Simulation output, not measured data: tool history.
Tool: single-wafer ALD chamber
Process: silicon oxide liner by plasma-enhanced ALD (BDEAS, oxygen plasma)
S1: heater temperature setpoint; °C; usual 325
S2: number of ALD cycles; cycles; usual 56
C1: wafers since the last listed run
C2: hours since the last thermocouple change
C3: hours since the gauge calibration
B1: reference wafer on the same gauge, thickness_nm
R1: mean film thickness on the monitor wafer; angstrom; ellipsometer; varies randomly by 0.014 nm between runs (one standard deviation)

run	day	S1	S2	C1	C2	C3	B1	R1
1	0	325	56	0	1927.1	441.2	6.037	54.92
2	2.371	325	56	435	1984	498.1	6.04	54.85
3	5.071	325	56	495	2048.8	562.9	6.049	54.7
4	9.075	325	56	735	2144.9	659	6.049	55.01
5	13.429	325	56	799	2249.4	763.5	6.06	54.91
6	16.896	325	50	636	2332.6	846.7	6.07	49.15
7	19.438	325	50	466	2393.6	907.7	6.074	49.37
8	21.775	325	56	429	2449.7	963.8	6.086	55.11
# day 25.5: thermocouple changed; heater temperature recalibrated
9	26.212	325	56	753	17.1	1070.3	6.09	55.12
10	30.629	325	56	810	123.1	1176.3	6.103	55.53
11	33.975	318	47	614	203.4	1256.6	6.116	46.98
# day 38.108: gauge calibrated
12	39.321	325	56	981	331.7	29.1	6.027	54.63
13	41.908	339	62	475	393.8	91.2	6.031	59.17
14	45.988	312	56	749	491.7	189.1	6.036	55.66

Run 15 has not been measured yet. What should we expect?
15	47.883	333	63	348	537.2	234.6	?	?

Run 15 measured B1 6.035, R1 60.65 angstrom.
With the hidden condition absent and the run-to-run variation left alone, this run would have shown R1 60.73 angstrom.
